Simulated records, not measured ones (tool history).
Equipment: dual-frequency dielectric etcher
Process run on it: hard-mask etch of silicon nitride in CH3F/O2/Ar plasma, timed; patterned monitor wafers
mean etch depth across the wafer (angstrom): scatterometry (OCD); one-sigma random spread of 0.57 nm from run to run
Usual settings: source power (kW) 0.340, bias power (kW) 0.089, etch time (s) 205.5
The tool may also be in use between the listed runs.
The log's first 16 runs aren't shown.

run	hour	source power (kW)	bias power (kW)	etch time (s)	wafers since the last listed run	hours since the last wet clean	hours since the last source power generator calibration	hours since the last bias power generator calibration	hours since the last upper electrode change	hours since the gauge calibration	read-back reference wafer on the same gauge, depth_nm	mean etch depth across the wafer (angstrom)
17	212.3	0.400	0.075	234.5	3	0.9	14.9	93.8	6138.3	70.2	115.1	1531
18	219.9	0.340	0.089	205.5	63	8.5	22.5	101.4	6145.9	77.8	115.0	1348
# hour 247.2: upper electrode replaced
19	266.4	0.340	0.100	205.5	187	55.0	69.0	147.9	19.2	124.3	115.0	1423
20	283.6	0.390	0.089	205.5	142	72.2	86.2	165.1	36.4	141.5	115.1	1444
21	294.3	0.290	0.103	205.5	88	82.9	96.9	175.8	47.1	152.2	115.1	1361
22	304.6	0.400	0.076	257.5	85	93.2	107.2	186.1	57.4	162.5	115.0	1704
23	319.3	0.340	0.109	205.5	122	107.9	121.9	200.8	72.1	177.2	115.1	1490
24	330.7	0.340	0.080	169.5	94	119.3	133.3	212.2	83.5	188.6	115.1	1070
25	340.8	0.340	0.089	145.0	83	129.4	143.4	222.3	93.6	198.7	115.0	962
26	358.7	0.340	0.089	205.5	148	147.3	161.3	240.2	111.5	216.6	115.1	1361
27	369.4	0.340	0.089	243.0	88	158.0	172.0	250.9	122.2	227.3	114.9	1620
28	410.4	0.410	0.098	205.5	340	199.0	213.0	291.9	163.2	268.3	115.0	1546
29	425.7	0.290	0.077	205.5	127	214.3	228.3	307.2	178.5	283.6	115.1	1200
30	440.5	0.310	0.089	205.5	123	229.1	243.1	322.0	193.3	298.4	115.1	1330

4 ways to go on from here, each from the tool as it stands after run 30. What would each give?
A	441.0	0.340	0.107	205.5	4	229.6	243.6	322.5	193.8	298.9	?	?
B	441.0	0.290	0.099	234.0	4	229.6	243.6	322.5	193.8	298.9	?	?
C	441.0	0.310	0.099	156.5	4	229.6	243.6	322.5	193.8	298.9	?	?
D	441.0	0.370	0.089	227.0	4	229.6	243.6	322.5	193.8	298.9	?	?

run	read-back reference wafer on the same gauge, depth_nm	mean etch depth across the wafer (angstrom)
A	115.1	1479
B	115.1	1523
C	115.1	1047
D	115.1	1560
Take away the tool's hidden state, keep each run's random variation, and the runs would have read:
run	mean etch depth across the wafer (angstrom)
A	1452
B	1495
C	1028
D	1531

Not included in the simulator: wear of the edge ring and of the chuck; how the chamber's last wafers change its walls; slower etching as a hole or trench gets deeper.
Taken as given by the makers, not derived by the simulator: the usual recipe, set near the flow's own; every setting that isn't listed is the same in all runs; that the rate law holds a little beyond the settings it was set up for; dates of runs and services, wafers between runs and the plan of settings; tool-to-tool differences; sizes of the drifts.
